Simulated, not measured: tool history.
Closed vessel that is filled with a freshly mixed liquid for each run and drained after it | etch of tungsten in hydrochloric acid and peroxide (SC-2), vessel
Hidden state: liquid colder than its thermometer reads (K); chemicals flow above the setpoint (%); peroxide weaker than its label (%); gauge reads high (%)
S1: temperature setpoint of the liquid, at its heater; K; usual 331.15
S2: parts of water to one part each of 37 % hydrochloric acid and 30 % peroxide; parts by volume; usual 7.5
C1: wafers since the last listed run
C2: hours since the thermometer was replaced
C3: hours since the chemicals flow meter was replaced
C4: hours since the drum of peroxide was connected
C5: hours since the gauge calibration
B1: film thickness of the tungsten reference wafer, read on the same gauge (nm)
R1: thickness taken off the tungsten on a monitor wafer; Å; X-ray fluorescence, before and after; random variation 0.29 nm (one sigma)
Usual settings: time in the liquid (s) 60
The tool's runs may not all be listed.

run 1 hour=0.0 | S1=331.15 S2=7.5 time_in_the_liquid_(s)=60 | C1=0 C2=1904.1 C3=1179.2 C4=1036.5 C5=275.9 | B1=109.98 | R1=352.3
run 2 hour=32.9 | S1=331.15 S2=7.5 time_in_the_liquid_(s)=60 | C1=4024 C2=1937.0 C3=1212.1 C4=1069.4 C5=308.8 | B1=110.02 | R1=351.6
run 3 hour=47.3 | S1=331.15 S2=7.5 time_in_the_liquid_(s)=60 | C1=1761 C2=1951.4 C3=1226.5 C4=1083.8 C5=323.2 | B1=109.97 | R1=352.6
run 4 hour=77.3 | S1=331.15 S2=7.5 time_in_the_liquid_(s)=60 | C1=3669 C2=1981.4 C3=1256.5 C4=1113.8 C5=353.2 | B1=110.01 | R1=349.9
run 5 hour=92.1 | S1=331.15 S2=7.5 time_in_the_liquid_(s)=60 | C1=1810 C2=1996.2 C3=1271.3 C4=1128.6 C5=368.0 | B1=110.03 | R1=348.0
run 6 hour=119.4 | S1=331.15 S2=7.5 time_in_the_liquid_(s)=60 | C1=3339 C2=2023.5 C3=1298.6 C4=1155.9 C5=395.3 | B1=110.02 | R1=345.8
run 7 hour=131.8 | S1=333.65 S2=7.5 time_in_the_liquid_(s)=60 | C1=1516 C2=2035.9 C3=1311.0 C4=1168.3 C5=407.7 | B1=110.00 | R1=402.7
run 8 hour=157.9 | S1=333.65 S2=7.5 time_in_the_liquid_(s)=60 | C1=3192 C2=2062.0 C3=1337.1 C4=1194.4 C5=433.8 | B1=109.97 | R1=408.2
run 9 hour=172.1 | S1=333.65 S2=7.5 time_in_the_liquid_(s)=60 | C1=1736 C2=2076.2 C3=1351.3 C4=1208.6 C5=448.0 | B1=110.02 | R1=407.3
-- hour=182.1 new drum of peroxide connected
run 10 hour=203.2 | S1=331.15 S2=11.0 time_in_the_liquid_(s)=50 | C1=3681 C2=2107.3 C3=1382.4 C4=21.1 C5=479.1 | B1=109.98 | R1=211.4
run 11 hour=281.7 | S1=331.15 S2=7.5 time_in_the_liquid_(s)=60 | C1=9602 C2=2185.8 C3=1460.9 C4=99.6 C5=557.6 | B1=109.98 | R1=349.2
-- hour=283.4 thermometer replaced
-- hour=310.4 gauge calibrated
run 12 hour=310.8 | S1=331.15 S2=11.5 time_in_the_liquid_(s)=85 | C1=3437 C2=27.4 C3=1490.0 C4=128.7 C5=0.4 | B1=109.98 | R1=318.7
run 13 hour=331.8 | S1=331.15 S2=7.5 time_in_the_liquid_(s)=60 | C1=2568 C2=48.4 C3=1511.0 C4=149.7 C5=21.4 | B1=109.98 | R1=324.1
run 14 hour=364.8 | S1=340.15 S2=4.5 time_in_the_liquid_(s)=40 | C1=4036 C2=81.4 C3=1544.0 C4=182.7 C5=54.4 | B1=110.00 | R1=546.5
run 15 hour=393.9 | S1=331.15 S2=8.5 time_in_the_liquid_(s)=90 | C1=3559 C2=110.5 C3=1573.1 C4=211.8 C5=83.5 | B1=110.01 | R1=442.0
run 16 hour=408.9 | S1=337.15 S2=11.5 time_in_the_liquid_(s)=90 | C1=1834 C2=125.5 C3=1588.1 C4=226.8 C5=98.5 | B1=110.00 | R1=499.3
run 17 hour=420.9 | S1=331.15 S2=4.0 time_in_the_liquid_(s)=60 | C1=1467 C2=137.5 C3=1600.1 C4=238.8 C5=110.5 | B1=109.99 | R1=509.8
-- hour=429.2 chemicals flow meter replaced
run 18 hour=442.2 | S1=340.15 S2=9.0 time_in_the_liquid_(s)=50 | C1=2483 C2=158.8 C3=13.0 C4=260.1 C5=131.8 | B1=110.00 | R1=403.6
run 19 hour=459.5 | S1=331.15 S2=7.5 time_in_the_liquid_(s)=60 | C1=2116 C2=176.1 C3=30.3 C4=277.4 C5=149.1 | B1=110.03 | R1=318.2
-- hour=462.3 thermometer replaced, repeated, since the last time left the tool worse
run 20 hour=476.5 | S1=323.65 S2=8.5 time_in_the_liquid_(s)=35 | C1=1957 C2=14.2 C3=47.3 C4=294.4 C5=166.1 | B1=109.97 | R1=125.3
run 21 hour=497.3 | S1=331.15 S2=7.5 time_in_the_liquid_(s)=60 | C1=2544 C2=35.0 C3=68.1 C4=315.2 C5=186.9 | B1=110.05 | R1=388.5
run 22 hour=514.5 | S1=321.15 S2=7.5 time_in_the_liquid_(s)=60 | C1=2103 C2=52.2 C3=85.3 C4=332.4 C5=204.1 | B1=109.97 | R1=200.1
run 23 hour=541.2 | S1=331.15 S2=10.5 time_in_the_liquid_(s)=60 | C1=3266 C2=78.9 C3=112.0 C4=359.1 C5=230.8 | B1=109.96 | R1=290.6
run 24 hour=562.8 | S1=327.15 S2=5.5 time_in_the_liquid_(s)=35 | C1=2642 C2=100.5 C3=133.6 C4=380.7 C5=252.4 | B1=110.00 | R1=221.3
run 25 hour=596.2 | S1=331.15 S2=7.5 time_in_the_liquid_(s)=40 | C1=4085 C2=133.9 C3=167.0 C4=414.1 C5=285.8 | B1=109.99 | R1=255.7
run 26 hour=623.4 | S1=340.15 S2=9.0 time_in_the_liquid_(s)=50 | C1=3327 C2=161.1 C3=194.2 C4=441.3 C5=313.0 | B1=110.05 | R1=488.3
run 27 hour=648.9 | S1=327.15 S2=10.0 time_in_the_liquid_(s)=50 | C1=3119 C2=186.6 C3=219.7 C4=466.8 C5=338.5 | B1=109.98 | R1=197.6
run 28 hour=665.8 | S1=331.15 S2=11.0 time_in_the_liquid_(s)=35 | C1=2067 C2=203.5 C3=236.6 C4=483.7 C5=355.4 | B1=110.02 | R1=162.9
run 29 hour=687.4 | S1=328.15 S2=7.5 time_in_the_liquid_(s)=60 | C1=2642 C2=225.1 C3=258.2 C4=505.3 C5=377.0 | B1=110.03 | R1=317.1

The same runs without the tool's hidden state, with the same run-to-run variation:
run=1 R1=394.6
run=2 R1=394.7
run=3 R1=396.1
run=4 R1=393.8
run=5 R1=391.9
run=6 R1=389.9
run=7 R1=453.9
run=8 R1=460.6
run=9 R1=459.9
run=10 R1=239.5
run=11 R1=397.6
run=12 R1=389.3
run=13 R1=396.4
run=14 R1=662.6
run=15 R1=542.3
run=16 R1=609.0
run=17 R1=626.7
run=18 R1=491.2
run=19 R1=391.9
run=20 R1=127.0
run=21 R1=394.2
run=22 R1=203.4
run=23 R1=295.6
run=24 R1=225.6
run=25 R1=261.0
run=26 R1=498.4
run=27 R1=202.3
run=28 R1=166.9
run=29 R1=325.4
